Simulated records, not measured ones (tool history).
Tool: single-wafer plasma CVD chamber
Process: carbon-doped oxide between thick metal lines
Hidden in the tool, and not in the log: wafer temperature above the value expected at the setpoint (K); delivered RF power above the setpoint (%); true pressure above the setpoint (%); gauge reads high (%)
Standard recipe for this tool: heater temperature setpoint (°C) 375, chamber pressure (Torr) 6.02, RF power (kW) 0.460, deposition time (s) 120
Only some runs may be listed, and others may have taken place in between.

run,hour,heater temperature setpoint (°C),chamber pressure (Torr),RF power (kW),deposition time (s),wafers since the last listed run,hours since the last thermocouple change,hours since the last RF generator calibration,hours since the last manometer calibration,hours since the showerhead was replaced,hours since the gauge calibration,"read-back reference wafer on the same gauge, thickness_nm",mean film thickness on the monitor wafer (nm)
1,0.0,375,6.02,0.460,120,0,2413.3,1756.3,1795.9,4307.4,99.5,559.888,513.535
2,7.8,375,6.02,0.460,120,68,2421.1,1764.1,1803.7,4315.2,107.3,560.152,512.624
3,23.2,375,6.02,0.460,120,136,2436.5,1779.5,1819.1,4330.6,122.7,560.270,513.688
4,37.8,375,6.70,0.460,126,129,2451.1,1794.1,1833.7,4345.2,137.3,560.322,542.399
5,70.0,375,6.02,0.460,120,284,2483.3,1826.3,1865.9,4377.4,169.5,559.729,511.209
6,77.1,375,6.02,0.460,120,62,2490.4,1833.4,1873.0,4384.5,176.6,560.391,512.066
7,85.3,375,6.02,0.460,120,72,2498.6,1841.6,1881.2,4392.7,184.8,559.922,511.051
8,95.3,375,5.23,0.460,135,88,2508.6,1851.6,1891.2,4402.7,194.8,559.743,570.105
# hour 115.3: showerhead replaced
9,115.8,375,5.23,0.460,135,110,2529.1,1872.1,1911.7,0.5,215.3,560.369,570.248
10,123.3,375,6.02,0.460,120,66,2536.6,1879.6,1919.2,8.0,222.8,560.069,511.214
11,134.9,375,6.02,0.460,120,102,2548.2,1891.2,1930.8,19.6,234.4,560.265,509.486
12,141.5,375,6.02,0.460,120,58,2554.8,1897.8,1937.4,26.2,241.0,560.136,511.217
# hour 151.6: capacitance manometer re-zeroed and calibrated
13,152.1,375,6.59,0.460,120,22,2565.4,1908.4,0.5,36.8,251.6,560.068,513.397
14,161.5,361,4.85,0.545,99,83,2574.8,1917.8,9.9,46.2,261.0,560.051,478.794
# hour 162.9: gauge calibrated
15,170.3,386,7.35,0.460,120,77,2583.6,1926.6,18.7,55.0,7.4,559.835,503.623
16,183.9,388,6.02,0.460,120,120,2597.2,1940.2,32.3,68.6,21.0,560.232,497.097
17,198.7,375,6.02,0.460,107,130,2612.0,1955.0,47.1,83.4,35.8,559.974,454.124
18,215.5,380,6.02,0.395,120,148,2628.8,1971.8,63.9,100.2,52.6,559.857,452.408
# hour 230.3: RF generator calibrated
# hour 236.5: thermocouple changed; heater temperature recalibrated
19,237.0,371,6.02,0.460,120,63,0.5,6.7,85.4,121.7,74.1,559.705,536.378
20,239.2,375,6.02,0.415,100,19,2.7,8.9,87.6,123.9,76.3,560.280,414.162
21,256.8,375,5.15,0.460,120,155,20.3,26.5,105.2,141.5,93.9,559.999,528.055
22,271.2,375,6.59,0.460,120,127,34.7,40.9,119.6,155.9,108.3,560.187,537.610
23,278.4,387,5.38,0.425,109,63,41.9,48.1,126.8,163.1,115.5,559.932,443.876
24,296.0,382,6.02,0.460,120,155,59.5,65.7,144.4,180.7,133.1,560.241,523.367
25,305.3,375,6.02,0.460,120,82,68.8,75.0,153.7,190.0,142.4,560.219,530.472
26,312.3,375,5.23,0.460,135,61,75.8,82.0,160.7,197.0,149.4,559.961,593.236
27,329.7,368,6.02,0.380,140,153,93.2,99.4,178.1,214.4,166.8,560.097,552.008

Hidden state at the last listed run before each entry between runs and at the first one after, where it differs:
From run 8 to run 9: showerhead replaced (hour 115.3)
  delivered RF power above the setpoint (%): -7.56 -> -7.65
  what was measured, less what the result would be without the hidden state, mean film thickness on the monitor wafer (nm): -31.213 -> -31.595
From run 12 to run 13: capacitance manometer re-zeroed and calibrated (hour 151.6)
  delivered RF power above the setpoint (%): -7.75 -> -7.79
  what was measured, less what the result would be without the hidden state, mean film thickness on the monitor wafer (nm): -28.747 -> -29.043
From run 14 to run 15: gauge calibrated (hour 162.9)
  delivered RF power above the setpoint (%): -7.83 -> -7.87
  what was measured, less what the result would be without the hidden state, mean film thickness on the monitor wafer (nm): -23.371 -> -28.785
From run 18 to run 19: RF generator calibrated (hour 230.3); thermocouple changed; heater temperature recalibrated (hour 236.5)
  delivered RF power above the setpoint (%): -8.05 -> -1.53
  what was measured, less what the result would be without the hidden state, mean film thickness on the monitor wafer (nm): -27.783 -> -5.112
